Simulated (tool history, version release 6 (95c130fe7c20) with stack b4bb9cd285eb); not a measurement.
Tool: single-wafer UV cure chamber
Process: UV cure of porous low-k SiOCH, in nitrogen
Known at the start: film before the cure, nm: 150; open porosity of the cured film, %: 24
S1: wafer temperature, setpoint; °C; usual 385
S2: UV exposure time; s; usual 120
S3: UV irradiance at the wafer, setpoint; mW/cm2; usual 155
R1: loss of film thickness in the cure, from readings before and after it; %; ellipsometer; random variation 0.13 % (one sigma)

run 1 hour=0.0 | S1=385 S2=120 S3=155 | R1=11.579
run 2 hour=15.2 | S1=385 S2=120 S3=155 | R1=11.230
run 3 hour=27.7 | S1=385 S2=120 S3=155 | R1=11.304
run 4 hour=39.7 | S1=385 S2=150 S3=155 | R1=12.255
run 5 hour=53.8 | S1=385 S2=150 S3=155 | R1=12.319
-- hour=63.8 quartz window cleaned
run 6 hour=69.4 | S1=385 S2=135 S3=155 | R1=12.539
run 7 hour=99.5 | S1=385 S2=135 S3=155 | R1=12.078
run 8 hour=128.9 | S1=385 S2=135 S3=155 | R1=12.009
-- hour=151.4 quartz window cleaned
run 9 hour=156.6 | S1=395 S2=120 S3=155 | R1=12.103
run 10 hour=181.2 | S1=385 S2=120 S3=155 | R1=11.570
run 11 hour=201.6 | S1=385 S2=120 S3=155 | R1=11.222

The next listed run, before its measurement:
run 12 hour=228.4 | S1=385 S2=120 S3=155 | R1=?

R1: 11.300 %
Without the tool's hidden state the same run would have given R1 12.408 %.

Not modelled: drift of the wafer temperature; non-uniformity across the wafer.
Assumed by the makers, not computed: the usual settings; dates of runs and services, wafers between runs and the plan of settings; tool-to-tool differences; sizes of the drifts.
